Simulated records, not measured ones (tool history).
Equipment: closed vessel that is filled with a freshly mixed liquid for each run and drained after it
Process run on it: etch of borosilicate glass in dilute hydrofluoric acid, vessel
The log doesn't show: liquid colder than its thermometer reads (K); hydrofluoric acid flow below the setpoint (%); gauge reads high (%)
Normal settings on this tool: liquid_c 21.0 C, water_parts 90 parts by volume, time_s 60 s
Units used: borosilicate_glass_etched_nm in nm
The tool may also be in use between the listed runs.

run,hour,liquid_c,water_parts,time_s,wafers since the last listed run,hours since the thermometer was replaced,hours since the hydrofluoric acid flow meter was replaced,hours since the gauge calibration,"read-back film thickness of the borosilicate glass reference wafer, read on the same gauge (nm)",borosilicate_glass_etched_nm
1,0.0,18.0,90,60,0,2072.1,1790.0,121.3,129.97,19.87
2,17.2,22.5,90,70,1689,2089.3,1807.2,138.5,130.00,28.29
3,33.4,21.0,90,45,1591,2105.5,1823.4,154.7,129.99,16.86
4,50.3,21.0,90,45,1659,2122.4,1840.3,171.6,130.01,16.92
5,63.5,21.0,90,45,1296,2135.6,1853.5,184.8,129.99,16.94
6,73.7,21.0,90,60,1001,2145.8,1863.7,195.0,130.00,22.69
7,86.1,21.0,105,35,1217,2158.2,1876.1,207.4,130.00,11.14
8,93.8,21.0,105,35,756,2165.9,1883.8,215.1,130.02,11.19
9,107.2,21.0,105,35,1316,2179.3,1897.2,228.5,129.99,11.09
# hour 113.9: hydrofluoric acid flow meter replaced
10,122.2,23.5,90,60,1374,2194.3,8.3,243.5,130.00,24.77
11,145.2,23.5,90,60,2258,2217.3,31.3,266.5,130.02,24.91
# hour 157.4: thermometer replaced
12,162.4,23.5,90,60,1591,5.0,48.5,283.7,129.96,27.29
13,174.9,21.0,90,60,1227,17.5,61.0,296.2,130.00,24.47
14,187.5,21.0,90,60,1237,30.1,73.6,308.8,129.99,24.70
15,199.6,21.0,105,60,1188,42.2,85.7,320.9,130.04,20.58
16,210.2,21.0,105,60,1041,52.8,96.3,331.5,130.02,20.75
17,225.5,21.0,115,90,1502,68.1,111.6,346.8,130.02,27.96
18,233.7,21.0,90,60,805,76.3,119.8,355.0,129.98,24.48
19,247.6,21.0,90,60,1365,90.2,133.7,368.9,130.01,24.43
20,255.1,23.5,125,30,736,97.7,141.2,376.4,130.03,9.37
21,266.8,22.5,120,85,1149,109.4,152.9,388.1,130.00,26.61
# hour 273.7: gauge calibrated
22,280.6,22.5,120,85,1355,123.2,166.7,6.9,129.97,26.71
23,289.9,21.0,120,60,913,132.5,176.0,16.2,129.96,17.67
24,302.4,24.5,90,40,1227,145.0,188.5,28.7,129.98,18.60
25,318.9,21.0,125,60,1620,161.5,205.0,45.2,130.01,16.94
26,332.9,21.0,90,60,1374,175.5,219.0,59.2,130.02,24.34
27,347.4,18.0,130,90,1424,190.0,233.5,73.7,129.99,21.58
28,353.7,21.0,105,60,618,196.3,239.8,80.0,129.99,20.47
29,363.0,21.0,90,35,913,205.6,249.1,89.3,130.04,14.24
30,375.1,24.5,90,60,1188,217.7,261.2,101.4,130.00,28.09
31,391.6,21.0,120,60,1620,234.2,277.7,117.9,130.00,17.66
32,408.7,21.0,75,60,1679,251.3,294.8,135.0,130.02,29.53
33,416.8,21.0,90,60,795,259.4,302.9,143.1,130.01,24.39
34,433.2,18.5,125,90,1610,275.8,319.3,159.5,129.97,22.90

Measured minus without-hidden-state, run by run (identical run-to-run variation in each term; gauge scatter may differ):
run,borosilicate_glass_etched_nm
1,-2.30
2,-3.15
3,-1.92
4,-1.94
5,-1.95
6,-2.63
7,-1.28
8,-1.29
9,-1.29
10,-2.86
11,-2.90
12,-0.68
13,-0.63
14,-0.65
15,-0.55
16,-0.57
17,-0.77
18,-0.69
19,-0.71
20,-0.26
21,-0.76
22,-0.78
23,-0.53
24,-0.56
25,-0.53
26,-0.79
27,-0.72
28,-0.67
29,-0.47
30,-0.93
31,-0.60
32,-1.06
33,-0.87
34,-0.83
